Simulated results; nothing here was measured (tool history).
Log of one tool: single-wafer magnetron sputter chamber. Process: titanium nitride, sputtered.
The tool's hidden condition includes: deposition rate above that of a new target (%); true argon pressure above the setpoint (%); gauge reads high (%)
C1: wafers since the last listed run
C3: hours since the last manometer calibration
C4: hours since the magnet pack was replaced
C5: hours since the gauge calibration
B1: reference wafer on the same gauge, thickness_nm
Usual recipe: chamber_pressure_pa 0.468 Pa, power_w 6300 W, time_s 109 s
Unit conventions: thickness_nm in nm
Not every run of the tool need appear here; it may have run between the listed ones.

run 1 hour=0.0 | chamber_pressure_pa=0.468 power_w=6300 time_s=109 | C1=0 wafers_on_the_sputter_target=2916 C3=1692.7 C4=4156.9 C5=533.8 | B1=117.051 | thickness_nm=113.425
run 2 hour=77.2 | chamber_pressure_pa=0.468 power_w=6300 time_s=109 | C1=636 wafers_on_the_sputter_target=3553 C3=1769.9 C4=4234.1 C5=611.0 | B1=116.945 | thickness_nm=113.703
-- hour=91.3 sputter target and shields replaced
run 3 hour=108.5 | chamber_pressure_pa=0.468 power_w=6300 time_s=109 | C1=192 wafers_on_the_sputter_target=141 C3=1801.2 C4=4265.4 C5=642.3 | B1=116.945 | thickness_nm=116.076
run 4 hour=125.2 | chamber_pressure_pa=0.468 power_w=6300 time_s=109 | C1=137 wafers_on_the_sputter_target=279 C3=1817.9 C4=4282.1 C5=659.0 | B1=116.990 | thickness_nm=116.712
run 5 hour=152.6 | chamber_pressure_pa=0.468 power_w=6300 time_s=109 | C1=226 wafers_on_the_sputter_target=505 C3=1845.3 C4=4309.5 C5=686.4 | B1=116.990 | thickness_nm=115.840
run 6 hour=177.3 | chamber_pressure_pa=0.468 power_w=7550 time_s=117 | C1=203 wafers_on_the_sputter_target=709 C3=1870.0 C4=4334.2 C5=711.1 | B1=117.037 | thickness_nm=148.483
run 7 hour=195.0 | chamber_pressure_pa=0.468 power_w=7550 time_s=117 | C1=146 wafers_on_the_sputter_target=855 C3=1887.7 C4=4351.9 C5=728.8 | B1=117.061 | thickness_nm=148.947
-- hour=224.2 capacitance manometer re-zeroed and calibrated
run 8 hour=224.7 | chamber_pressure_pa=0.468 power_w=7550 time_s=117 | C1=179 wafers_on_the_sputter_target=1034 C3=0.5 C4=4381.6 C5=758.5 | B1=117.002 | thickness_nm=147.795
-- hour=224.7 gauge calibrated
run 9 hour=251.2 | chamber_pressure_pa=0.468 power_w=5550 time_s=109 | C1=218 wafers_on_the_sputter_target=1253 C3=27.0 C4=4408.1 C5=26.5 | B1=117.005 | thickness_nm=101.253
run 10 hour=279.6 | chamber_pressure_pa=0.468 power_w=6300 time_s=109 | C1=234 wafers_on_the_sputter_target=1487 C3=55.4 C4=4436.5 C5=54.9 | B1=116.982 | thickness_nm=114.413
run 11 hour=309.3 | chamber_pressure_pa=0.468 power_w=6300 time_s=109 | C1=245 wafers_on_the_sputter_target=1732 C3=85.1 C4=4466.2 C5=84.6 | B1=117.215 | thickness_nm=114.896
run 12 hour=333.7 | chamber_pressure_pa=0.468 power_w=6300 time_s=101 | C1=201 wafers_on_the_sputter_target=1933 C3=109.5 C4=4490.6 C5=109.0 | B1=117.000 | thickness_nm=105.768
run 13 hour=368.4 | chamber_pressure_pa=0.468 power_w=6300 time_s=121 | C1=286 wafers_on_the_sputter_target=2220 C3=144.2 C4=4525.3 C5=143.7 | B1=116.942 | thickness_nm=127.076
run 14 hour=387.8 | chamber_pressure_pa=0.468 power_w=6300 time_s=121 | C1=160 wafers_on_the_sputter_target=2380 C3=163.6 C4=4544.7 C5=163.1 | B1=117.004 | thickness_nm=127.521
run 15 hour=403.1 | chamber_pressure_pa=0.468 power_w=5600 time_s=91 | C1=126 wafers_on_the_sputter_target=2506 C3=178.9 C4=4560.0 C5=178.4 | B1=117.071 | thickness_nm=84.604
-- hour=463.4 magnet pack replaced
run 16 hour=470.9 | chamber_pressure_pa=0.584 power_w=7200 time_s=120 | C1=493 wafers_on_the_sputter_target=2999 C3=246.7 C4=7.5 C5=246.2 | B1=116.934 | thickness_nm=137.302
run 17 hour=493.1 | chamber_pressure_pa=0.468 power_w=6300 time_s=109 | C1=183 wafers_on_the_sputter_target=3182 C3=268.9 C4=29.7 C5=268.4 | B1=116.974 | thickness_nm=114.538
run 18 hour=517.7 | chamber_pressure_pa=0.608 power_w=4950 time_s=126 | C1=202 wafers_on_the_sputter_target=3385 C3=293.5 C4=54.3 C5=293.0 | B1=116.893 | thickness_nm=98.332
-- hour=529.0 sputter target and shields replaced
run 19 hour=552.2 | chamber_pressure_pa=0.316 power_w=4800 time_s=118 | C1=218 wafers_on_the_sputter_target=191 C3=328.0 C4=88.8 C5=327.5 | B1=117.059 | thickness_nm=102.237
run 20 hour=566.2 | chamber_pressure_pa=0.290 power_w=5900 time_s=128 | C1=115 wafers_on_the_sputter_target=307 C3=342.0 C4=102.8 C5=341.5 | B1=117.088 | thickness_nm=137.369
run 21 hour=586.2 | chamber_pressure_pa=0.552 power_w=5600 time_s=130 | C1=165 wafers_on_the_sputter_target=472 C3=362.0 C4=122.8 C5=361.5 | B1=116.966 | thickness_nm=119.265
run 22 hour=599.0 | chamber_pressure_pa=0.584 power_w=7200 time_s=120 | C1=105 wafers_on_the_sputter_target=577 C3=374.8 C4=135.6 C5=374.3 | B1=117.087 | thickness_nm=138.950
run 23 hour=611.2 | chamber_pressure_pa=0.332 power_w=6300 time_s=130 | C1=100 wafers_on_the_sputter_target=678 C3=387.0 C4=147.8 C5=386.5 | B1=117.103 | thickness_nm=145.363
run 24 hour=630.0 | chamber_pressure_pa=0.333 power_w=6300 time_s=119 | C1=155 wafers_on_the_sputter_target=833 C3=405.8 C4=166.6 C5=405.3 | B1=116.997 | thickness_nm=132.275
run 25 hour=649.7 | chamber_pressure_pa=0.418 power_w=5800 time_s=129 | C1=162 wafers_on_the_sputter_target=996 C3=425.5 C4=186.3 C5=425.0 | B1=117.027 | thickness_nm=127.103
run 26 hour=670.9 | chamber_pressure_pa=0.468 power_w=6300 time_s=109 | C1=174 wafers_on_the_sputter_target=1171 C3=446.7 C4=207.5 C5=446.2 | B1=117.005 | thickness_nm=114.955
run 27 hour=718.0 | chamber_pressure_pa=0.337 power_w=6300 time_s=98 | C1=388 wafers_on_the_sputter_target=1559 C3=493.8 C4=254.6 C5=493.3 | B1=117.182 | thickness_nm=108.367
run 28 hour=734.7 | chamber_pressure_pa=0.468 power_w=6300 time_s=109 | C1=137 wafers_on_the_sputter_target=1697 C3=510.5 C4=271.3 C5=510.0 | B1=117.152 | thickness_nm=114.659

Here are 5 independent what-if runs from the current tool condition. What would each one return?
run A hour=735.1 | chamber_pressure_pa=0.468 power_w=7750 time_s=109 | C1=3 wafers_on_the_sputter_target=1700 C3=510.9 C4=271.7 C5=510.4 | B1=? | thickness_nm=?
run B hour=735.1 | chamber_pressure_pa=0.351 power_w=6300 time_s=102 | C1=3 wafers_on_the_sputter_target=1700 C3=510.9 C4=271.7 C5=510.4 | B1=? | thickness_nm=?
run C hour=735.1 | chamber_pressure_pa=0.588 power_w=6300 time_s=109 | C1=3 wafers_on_the_sputter_target=1700 C3=510.9 C4=271.7 C5=510.4 | B1=? | thickness_nm=?
run D hour=735.1 | chamber_pressure_pa=0.318 power_w=6950 time_s=89 | C1=3 wafers_on_the_sputter_target=1700 C3=510.9 C4=271.7 C5=510.4 | B1=? | thickness_nm=?
run E hour=735.1 | chamber_pressure_pa=0.650 power_w=6300 time_s=109 | C1=3 wafers_on_the_sputter_target=1700 C3=510.9 C4=271.7 C5=510.4 | B1=? | thickness_nm=?

run=A B1=117.119 thickness_nm=140.561
run=B B1=117.119 thickness_nm=111.992
run=C B1=117.119 thickness_nm=109.052
run=D B1=117.119 thickness_nm=109.234
run=E B1=117.119 thickness_nm=106.488
Take away the tool's hidden state, keep each run's random variation, and the runs would have read:
run=A thickness_nm=143.646
run=B thickness_nm=114.451
run=C thickness_nm=111.446
run=D thickness_nm=111.632
run=E thickness_nm=108.826
